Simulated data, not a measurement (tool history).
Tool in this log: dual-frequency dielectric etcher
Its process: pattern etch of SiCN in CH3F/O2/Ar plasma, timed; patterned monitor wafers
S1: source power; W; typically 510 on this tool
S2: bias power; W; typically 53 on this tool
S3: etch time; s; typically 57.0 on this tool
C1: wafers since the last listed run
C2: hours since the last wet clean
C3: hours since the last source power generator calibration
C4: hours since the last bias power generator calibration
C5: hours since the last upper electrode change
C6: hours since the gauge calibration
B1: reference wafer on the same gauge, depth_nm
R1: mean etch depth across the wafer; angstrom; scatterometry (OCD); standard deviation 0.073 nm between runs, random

run 1 hour=0.0 | S1=510 S2=53 S3=57.0 | C1=0 C2=274.6 C3=3849.0 C4=2936.5 C5=5904.0 C6=252.3 | B1=17.30 | R1=206.8
run 2 hour=95.4 | S1=510 S2=53 S3=57.0 | C1=1497 C2=370.0 C3=3944.4 C4=3031.9 C5=5999.4 C6=347.7 | B1=17.29 | R1=206.7
run 3 hour=142.8 | S1=450 S2=53 S3=57.0 | C1=743 C2=417.4 C3=3991.8 C4=3079.3 C5=6046.8 C6=395.1 | B1=17.31 | R1=200.9
-- hour=182.1 wet clean of the chamber
run 4 hour=185.1 | S1=450 S2=53 S3=57.0 | C1=287 C2=3.0 C3=4034.1 C4=3121.6 C5=6089.1 C6=437.4 | B1=17.29 | R1=198.0
-- hour=254.6 upper electrode replaced
run 5 hour=255.1 | S1=510 S2=53 S3=57.0 | C1=721 C2=73.0 C3=4104.1 C4=3191.6 C5=0.5 C6=507.4 | B1=17.31 | R1=204.8
run 6 hour=275.3 | S1=430 S2=53 S3=57.0 | C1=317 C2=93.2 C3=4124.3 C4=3211.8 C5=20.7 C6=527.6 | B1=17.31 | R1=196.5
run 7 hour=308.8 | S1=510 S2=53 S3=57.0 | C1=525 C2=126.7 C3=4157.8 C4=3245.3 C5=54.2 C6=561.1 | B1=17.31 | R1=205.3
-- hour=344.1 gauge calibrated
run 8 hour=377.0 | S1=510 S2=53 S3=57.0 | C1=1070 C2=194.9 C3=4226.0 C4=3313.5 C5=122.4 C6=32.9 | B1=17.30 | R1=206.7
run 9 hour=411.8 | S1=510 S2=53 S3=57.0 | C1=546 C2=229.7 C3=4260.8 C4=3348.3 C5=157.2 C6=67.7 | B1=17.30 | R1=207.5
-- hour=426.9 source power generator calibrated
run 10 hour=467.2 | S1=600 S2=43 S3=47.5 | C1=806 C2=285.1 C3=40.3 C4=3403.7 C5=212.6 C6=123.1 | B1=17.30 | R1=173.7
-- hour=512.4 bias power generator calibrated
run 11 hour=534.0 | S1=560 S2=48 S3=44.5 | C1=985 C2=351.9 C3=107.1 C4=21.6 C5=279.4 C6=189.9 | B1=17.31 | R1=163.0
-- hour=610.7 wet clean of the chamber
run 12 hour=611.2 | S1=510 S2=46 S3=57.0 | C1=834 C2=0.5 C3=184.3 C4=98.8 C5=356.6 C6=267.1 | B1=17.30 | R1=198.0
run 13 hour=617.2 | S1=560 S2=62 S3=62.5 | C1=94 C2=6.5 C3=190.3 C4=104.8 C5=362.6 C6=273.1 | B1=17.29 | R1=238.1
run 14 hour=670.7 | S1=510 S2=66 S3=57.0 | C1=839 C2=60.0 C3=243.8 C4=158.3 C5=416.1 C6=326.6 | B1=17.29 | R1=213.5
run 15 hour=703.5 | S1=510 S2=48 S3=57.0 | C1=514 C2=92.8 C3=276.6 C4=191.1 C5=448.9 C6=359.4 | B1=17.30 | R1=200.8
run 16 hour=729.2 | S1=510 S2=53 S3=57.0 | C1=403 C2=118.5 C3=302.3 C4=216.8 C5=474.6 C6=385.1 | B1=17.30 | R1=205.6
run 17 hour=763.6 | S1=450 S2=53 S3=40.0 | C1=539 C2=152.9 C3=336.7 C4=251.2 C5=509.0 C6=419.5 | B1=17.29 | R1=139.1
run 18 hour=794.9 | S1=510 S2=53 S3=57.0 | C1=491 C2=184.2 C3=368.0 C4=282.5 C5=540.3 C6=450.8 | B1=17.29 | R1=205.5

Per-run results on a tool with no hidden state, each run keeping its own random variation:
Hidden conditions of the tool in this case: etch rate over this chamber's usual, %; source power that arrives over what is set, %; bias power that arrives over what is set, %; gauge reads high (%).
run=1 R1=204.1
run=2 R1=203.2
run=3 R1=197.2
run=4 R1=197.6
run=5 R1=203.7
run=6 R1=195.4
run=7 R1=203.8
run=8 R1=204.6
run=9 R1=205.1
run=10 R1=171.2
run=11 R1=160.2
run=12 R1=197.9
run=13 R1=237.9
run=14 R1=212.8
run=15 R1=199.9
run=16 R1=204.4
run=17 R1=138.1
run=18 R1=203.8
